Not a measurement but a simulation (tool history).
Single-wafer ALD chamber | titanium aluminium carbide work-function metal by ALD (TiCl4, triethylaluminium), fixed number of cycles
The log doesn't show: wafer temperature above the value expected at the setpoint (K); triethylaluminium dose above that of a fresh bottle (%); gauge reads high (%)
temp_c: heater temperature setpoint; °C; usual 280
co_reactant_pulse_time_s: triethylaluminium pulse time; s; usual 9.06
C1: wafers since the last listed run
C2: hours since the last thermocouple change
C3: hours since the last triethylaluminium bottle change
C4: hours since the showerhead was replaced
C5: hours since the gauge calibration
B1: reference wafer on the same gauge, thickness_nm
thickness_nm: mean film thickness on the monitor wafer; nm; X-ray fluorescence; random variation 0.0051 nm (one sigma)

Run 1, hour 0.0: usual settings; C1 0; C2 2676.2; C3 1260.9; C4 2243.2; C5 2390.6; B1 1.599. Result: thickness_nm 1.811 nm.
Run 2, hour 48.6: usual settings; C1 400; C2 2724.8; C3 1309.5; C4 2291.8; C5 2439.2; B1 1.601. Result: thickness_nm 1.810 nm.
Run 3, hour 146.0: usual settings; C1 803; C2 2822.2; C3 1406.9; C4 2389.2; C5 2536.6; B1 1.600. Result: thickness_nm 1.812 nm.
Run 4, hour 210.2: usual settings; C1 529; C2 2886.4; C3 1471.1; C4 2453.4; C5 2600.8; B1 1.600. Result: thickness_nm 1.814 nm.
Run 5, hour 258.7: usual settings; C1 399; C2 2934.9; C3 1519.6; C4 2501.9; C5 2649.3; B1 1.601. Result: thickness_nm 1.802 nm.
At hour 270.8: triethylaluminium bottle replaced.
At hour 317.2: thermocouple changed; heater temperature recalibrated.
Run 6, hour 359.5: usual settings; C1 699; C2 42.3; C3 88.7; C4 2602.7; C5 2750.1; B1 1.600. Result: thickness_nm 1.786 nm.
Run 7, hour 593.9: usual settings; C1 1932; C2 276.7; C3 323.1; C4 2837.1; C5 2984.5; B1 1.599. Result: thickness_nm 1.791 nm.
Run 8, hour 676.0: usual settings; C1 677; C2 358.8; C3 405.2; C4 2919.2; C5 3066.6; B1 1.601. Result: thickness_nm 1.793 nm.
Run 9, hour 731.8: usual settings; C1 460; C2 414.6; C3 461.0; C4 2975.0; C5 3122.4; B1 1.600. Result: thickness_nm 1.797 nm.
Run 10, hour 832.4: usual settings but temp_c 273 °C, co_reactant_pulse_time_s 11.29 s; C1 829; C2 515.2; C3 561.6; C4 3075.6; C5 3223.0; B1 1.600. Result: thickness_nm 1.794 nm.
Run 11, hour 876.5: usual settings but temp_c 288 °C, co_reactant_pulse_time_s 10.70 s; C1 363; C2 559.3; C3 605.7; C4 3119.7; C5 3267.1; B1 1.600. Result: thickness_nm 1.928 nm.
Run 12, hour 972.4: usual settings but temp_c 285 °C; C1 790; C2 655.2; C3 701.6; C4 3215.6; C5 3363.0; B1 1.600. Result: thickness_nm 1.841 nm.
Run 13, hour 1034.6: usual settings but temp_c 287 °C; C1 512; C2 717.4; C3 763.8; C4 3277.8; C5 3425.2; B1 1.602. Result: thickness_nm 1.857 nm.
Run 14, hour 1124.7: usual settings but temp_c 284 °C; C1 742; C2 807.5; C3 853.9; C4 3367.9; C5 3515.3; B1 1.598. Result: thickness_nm 1.833 nm.
At hour 1184.6: gauge calibrated.
Run 15, hour 1225.6: usual settings but temp_c 270 °C; C1 832; C2 908.4; C3 954.8; C4 3468.8; C5 41.0; B1 1.601. Result: thickness_nm 1.699 nm.
Run 16, hour 1274.0: usual settings; C1 399; C2 956.8; C3 1003.2; C4 3517.2; C5 89.4; B1 1.600. Result: thickness_nm 1.799 nm.
Run 17, hour 1371.7: usual settings; C1 805; C2 1054.5; C3 1100.9; C4 3614.9; C5 187.1; B1 1.601. Result: thickness_nm 1.789 nm.
Run 18, hour 1449.5: usual settings but co_reactant_pulse_time_s 6.39 s; C1 641; C2 1132.3; C3 1178.7; C4 3692.7; C5 264.9; B1 1.600. Result: thickness_nm 1.510 nm.
At hour 1516.2: showerhead replaced.
Run 19, hour 1516.7: usual settings but temp_c 293 °C, co_reactant_pulse_time_s 7.18 s; C1 488; C2 1199.5; C3 1245.9; C4 0.5; C5 332.1; B1 1.599. Result: thickness_nm 1.748 nm.
Run 20, hour 1601.9: usual settings; C1 702; C2 1284.7; C3 1331.1; C4 85.7; C5 417.3; B1 1.601. Result: thickness_nm 1.809 nm.
Run 21, hour 1687.0: usual settings but temp_c 274 °C, co_reactant_pulse_time_s 11.02 s; C1 701; C2 1369.8; C3 1416.2; C4 170.8; C5 502.4; B1 1.599. Result: thickness_nm 1.811 nm.
Run 22, hour 1943.1: usual settings but temp_c 273 °C, co_reactant_pulse_time_s 11.29 s; C1 2111; C2 1625.9; C3 1672.3; C4 426.9; C5 758.5; B1 1.600. Result: thickness_nm 1.812 nm.
At hour 2040.5: triethylaluminium bottle replaced.
Run 23, hour 2050.5: usual settings but temp_c 268 °C, co_reactant_pulse_time_s 7.30 s; C1 819; C2 1733.3; C3 10.0; C4 534.3; C5 865.9; B1 1.600. Result: thickness_nm 1.583 nm.
Run 24, hour 2151.6: usual settings but co_reactant_pulse_time_s 5.94 s; C1 833; C2 1834.4; C3 111.1; C4 635.4; C5 967.0; B1 1.599. Result: thickness_nm 1.450 nm.
Run 25, hour 2250.0: usual settings but temp_c 292 °C, co_reactant_pulse_time_s 7.91 s; C1 811; C2 1932.8; C3 209.5; C4 733.8; C5 1065.4; B1 1.599. Result: thickness_nm 1.850 nm.
Run 26, hour 2303.1: usual settings but temp_c 268 °C, co_reactant_pulse_time_s 10.75 s; C1 437; C2 1985.9; C3 262.6; C4 786.9; C5 1118.5; B1 1.601. Result: thickness_nm 1.759 nm.
Run 27, hour 2407.5: usual settings but temp_c 289 °C, co_reactant_pulse_time_s 11.96 s; C1 860; C2 2090.3; C3 367.0; C4 891.3; C5 1222.9; B1 1.601. Result: thickness_nm 1.984 nm.
Run 28, hour 2493.6: usual settings; C1 709; C2 2176.4; C3 453.1; C4 977.4; C5 1309.0; B1 1.600. Result: thickness_nm 1.811 nm.
Run 29, hour 2600.6: usual settings but temp_c 270 °C, co_reactant_pulse_time_s 11.98 s; C1 882; C2 2283.4; C3 560.1; C4 1084.4; C5 1416.0; B1 1.601. Result: thickness_nm 1.794 nm.
Run 30, hour 2700.0: usual settings but temp_c 271 °C, co_reactant_pulse_time_s 10.36 s; C1 819; C2 2382.8; C3 659.5; C4 1183.8; C5 1515.4; B1 1.599. Result: thickness_nm 1.768 nm.
Run 31, hour 2785.1: usual settings but temp_c 286 °C, co_reactant_pulse_time_s 12.00 s; C1 701; C2 2467.9; C3 744.6; C4 1268.9; C5 1600.5; B1 1.600. Result: thickness_nm 1.951 nm.
Run 32, hour 2856.3: usual settings but co_reactant_pulse_time_s 6.39 s; C1 587; C2 2539.1; C3 815.8; C4 1340.1; C5 1671.7; B1 1.601. Result: thickness_nm 1.511 nm.

How the hidden state differs across the entries between the runs, from the last listed run before each to the first after it:
Between runs 5 and 6: triethylaluminium bottle replaced (hour 270.8); thermocouple changed; heater temperature recalibrated (hour 317.2)
  wafer temperature above the value expected at the setpoint (K): 4.36 -> -0.617; triethylaluminium dose above that of a fresh bottle (%): -6.63 -> -1.06
  measured less the result without the state, thickness_nm: +0.010 -> -0.011 nm
Between runs 14 and 15: gauge calibrated (hour 1184.6)
  wafer temperature above the value expected at the setpoint (K): 2.04 -> 2.26; triethylaluminium dose above that of a fresh bottle (%): -4.95 -> -5.16
  measured less the result without the state, thickness_nm: -0.003 -> -0.001 nm
Between runs 18 and 19: showerhead replaced (hour 1516.2)
  wafer temperature above the value expected at the setpoint (K): 2.66 -> 2.76; triethylaluminium dose above that of a fresh bottle (%): -5.51 -> -5.59
  measured less the result without the state, thickness_nm: -0.032 -> -0.023 nm
Between runs 22 and 23: triethylaluminium bottle replaced (hour 2040.5)
  wafer temperature above the value expected at the setpoint (K): 3.27 -> 3.36; triethylaluminium dose above that of a fresh bottle (%): -5.91 -> -1.42
  measured less the result without the state, thickness_nm: +0.020 -> +0.020 nm
